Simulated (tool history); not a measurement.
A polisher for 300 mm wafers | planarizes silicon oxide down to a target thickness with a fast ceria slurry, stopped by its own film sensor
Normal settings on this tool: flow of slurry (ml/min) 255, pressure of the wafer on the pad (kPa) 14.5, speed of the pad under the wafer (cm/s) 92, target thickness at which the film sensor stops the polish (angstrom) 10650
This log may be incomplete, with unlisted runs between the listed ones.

| run | hour | flow of slurry (ml/min) | pressure of the wafer on the pad (kPa) | speed of the pad under the wafer (cm/s) | target thickness at which the film sensor stops the polish (angstrom) | incoming thickness of the incoming film, nm | time until the film sensor stopped the polish (s) |
|---|---|---|---|---|---|---|---|
| 1 | 0.0 | 300 | 14.5 | 92 | 12730 | 1898.2 | 62.2 |
| 2 | 10.4 | 300 | 14.5 | 92 | 12730 | 1916.0 | 64.8 |
| 3 | 27.7 | 255 | 14.5 | 92 | 8500 | 1927.6 | 109.9 |
| 4 | 43.8 | 255 | 14.5 | 92 | 8500 | 1884.2 | 108.0 |
| 5 | 54.7 | 255 | 14.5 | 92 | 8500 | 1931.8 | 113.5 |
| 6 | 66.1 | 255 | 14.5 | 92 | 9110 | 1925.2 | 106.3 |
| 7 | 72.3 | 255 | 14.5 | 92 | 9110 | 1925.4 | 108.5 |
|  | 75.9 | slurry nozzle cleaned |
| 8 | 81.5 | 255 | 14.5 | 92 | 8530 | 1920.5 | 114.1 |
|  | 90.7 | head pressure recalibrated |
|  | 93.2 | worn pad replaced by a new one |
| 9 | 93.7 | 255 | 14.5 | 92 | 8530 | 1928.7 | 107.4 |
| 10 | 100.6 | 225 | 14.5 | 92 | 9450 | 1916.7 | 96.7 |
| 11 | 114.9 | 325 | 19.3 | 92 | 12000 | 1939.1 | 57.1 |
| 12 | 124.2 | 255 | 16.5 | 108 | 13180 | 1887.2 | 44.2 |
| 13 | 134.7 | 255 | 14.5 | 92 | 9890 | 1928.9 | 94.2 |
| 14 | 148.9 | 255 | 14.5 | 92 | 10650 | 1915.4 | 90.0 |
|  | 200.1 | worn pad replaced by a new one |
| 15 | 200.6 | 255 | 14.5 | 68 | 12790 | 1908.7 | 76.9 |
| 16 | 210.6 | 255 | 14.5 | 92 | 8500 | 1943.4 | 108.9 |
| 17 | 223.6 | 280 | 17.9 | 92 | 10650 | 1913.5 | 69.5 |
| 18 | 230.4 | 255 | 14.5 | 92 | 10650 | 1917.0 | 86.2 |

Here are 4 independent what-if runs from the current tool condition. What would each one return?
| A | 230.9 | 255 | 14.5 | 78 | 10650 | 1922.9 | ? |
| B | 230.9 | 255 | 9.7 | 92 | 12480 | 1922.9 | ? |
| C | 230.9 | 255 | 14.5 | 104 | 10650 | 1922.9 | ? |
| D | 230.9 | 255 | 14.5 | 122 | 10650 | 1922.9 | ? |

| run | time until the film sensor stopped the polish (s) |
|---|---|
| A | 98.7 |
| B | 103.5 |
| C | 80.1 |
| D | 70.8 |
Take away the tool's hidden state, keep each run's random variation, and the runs would have read:
| run | time until the film sensor stopped the polish (s) |
|---|---|
| A | 96.4 |
| B | 101.1 |
| C | 78.2 |
| D | 69.2 |
